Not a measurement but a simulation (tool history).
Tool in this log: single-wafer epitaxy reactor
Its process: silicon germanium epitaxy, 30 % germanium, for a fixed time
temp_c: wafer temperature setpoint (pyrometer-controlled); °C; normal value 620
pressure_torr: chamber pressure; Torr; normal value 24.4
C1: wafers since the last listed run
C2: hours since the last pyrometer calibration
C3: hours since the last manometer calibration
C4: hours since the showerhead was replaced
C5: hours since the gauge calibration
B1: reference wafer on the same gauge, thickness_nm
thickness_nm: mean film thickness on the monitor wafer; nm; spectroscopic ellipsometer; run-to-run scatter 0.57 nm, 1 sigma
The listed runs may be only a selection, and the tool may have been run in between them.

run 1 hour=0 | temp_c=620 pressure_torr=24.4 | C1=0 C2=1391.3 C3=2157.8 C4=6187.2 C5=59.3 | B1=86.313 | thickness_nm=88.641
run 2 hour=16.5 | temp_c=615 pressure_torr=20 | C1=242 C2=1407.8 C3=2174.3 C4=6203.7 C5=75.8 | B1=86.209 | thickness_nm=71.763
run 3 hour=31.5 | temp_c=612 pressure_torr=28.1 | C1=220 C2=1422.8 C3=2189.3 C4=6218.7 C5=90.8 | B1=86.133 | thickness_nm=81.468
run 4 hour=48.6 | temp_c=612 pressure_torr=28.1 | C1=251 C2=1439.9 C3=2206.4 C4=6235.8 C5=107.9 | B1=86.247 | thickness_nm=81.736
run 5 hour=62.7 | temp_c=612 pressure_torr=24.4 | C1=207 C2=1454 C3=2220.5 C4=6249.9 C5=122 | B1=86.178 | thickness_nm=76.047
run 6 hour=70.8 | temp_c=612 pressure_torr=24.4 | C1=119 C2=1462.1 C3=2228.6 C4=6258 C5=130.1 | B1=86.143 | thickness_nm=76.307
run 7 hour=79.3 | temp_c=620 pressure_torr=24.4 | C1=125 C2=1470.6 C3=2237.1 C4=6266.5 C5=138.6 | B1=86.182 | thickness_nm=88.513
run 8 hour=97 | temp_c=620 pressure_torr=24.4 | C1=260 C2=1488.3 C3=2254.8 C4=6284.2 C5=156.3 | B1=86.228 | thickness_nm=88.271
run 9 hour=142.7 | temp_c=620 pressure_torr=24.4 | C1=672 C2=1534 C3=2300.5 C4=6329.9 C5=202 | B1=86.162 | thickness_nm=89.008
-- hour=150.8 showerhead replaced
run 10 hour=158.9 | temp_c=620 pressure_torr=24.4 | C1=120 C2=1550.2 C3=2316.7 C4=8.1 C5=218.2 | B1=86.127 | thickness_nm=88.872
-- hour=169.2 capacitance manometer re-zeroed and calibrated
run 11 hour=170.2 | temp_c=620 pressure_torr=24.4 | C1=48 C2=1561.5 C3=1 C4=19.4 C5=229.5 | B1=86.158 | thickness_nm=89.119
run 12 hour=181.9 | temp_c=620 pressure_torr=24.4 | C1=172 C2=1573.2 C3=12.7 C4=31.1 C5=241.2 | B1=86.194 | thickness_nm=88.931
run 13 hour=190 | temp_c=620 pressure_torr=24.4 | C1=119 C2=1581.3 C3=20.8 C4=39.2 C5=249.3 | B1=86.2 | thickness_nm=89.456
run 14 hour=200.3 | temp_c=620 pressure_torr=21 | C1=151 C2=1591.6 C3=31.1 C4=49.5 C5=259.6 | B1=86.278 | thickness_nm=81.966
run 15 hour=212.7 | temp_c=620 pressure_torr=18.5 | C1=182 C2=1604 C3=43.5 C4=61.9 C5=272 | B1=86.165 | thickness_nm=75.904
run 16 hour=224.8 | temp_c=635 pressure_torr=19 | C1=177 C2=1616.1 C3=55.6 C4=74 C5=284.1 | B1=86.145 | thickness_nm=101.517
run 17 hour=239.7 | temp_c=620 pressure_torr=22.3 | C1=219 C2=1631 C3=70.5 C4=88.9 C5=299 | B1=86.182 | thickness_nm=83.896
run 18 hour=257 | temp_c=624 pressure_torr=18.7 | C1=254 C2=1648.3 C3=87.8 C4=106.2 C5=316.3 | B1=86.073 | thickness_nm=83.216
run 19 hour=265.3 | temp_c=620 pressure_torr=22.4 | C1=122 C2=1656.6 C3=96.1 C4=114.5 C5=324.6 | B1=86.224 | thickness_nm=84.576
run 20 hour=280.3 | temp_c=629 pressure_torr=30.2 | C1=220 C2=1671.6 C3=111.1 C4=129.5 C5=339.6 | B1=86.125 | thickness_nm=119.775

Run 21 has not been measured yet. What should we expect?
-- hour=305.2 pyrometer calibrated
run 21 hour=305.7 | temp_c=607 pressure_torr=20.8 | C1=255 C2=0.5 C3=136.5 C4=154.9 C5=365 | B1=? | thickness_nm=?

{"run 21": {"B1": 86.143, "thickness_nm": 70.596}}
The same run, on a tool lacking any hidden state, would have yielded thickness_nm 71.509 nm.
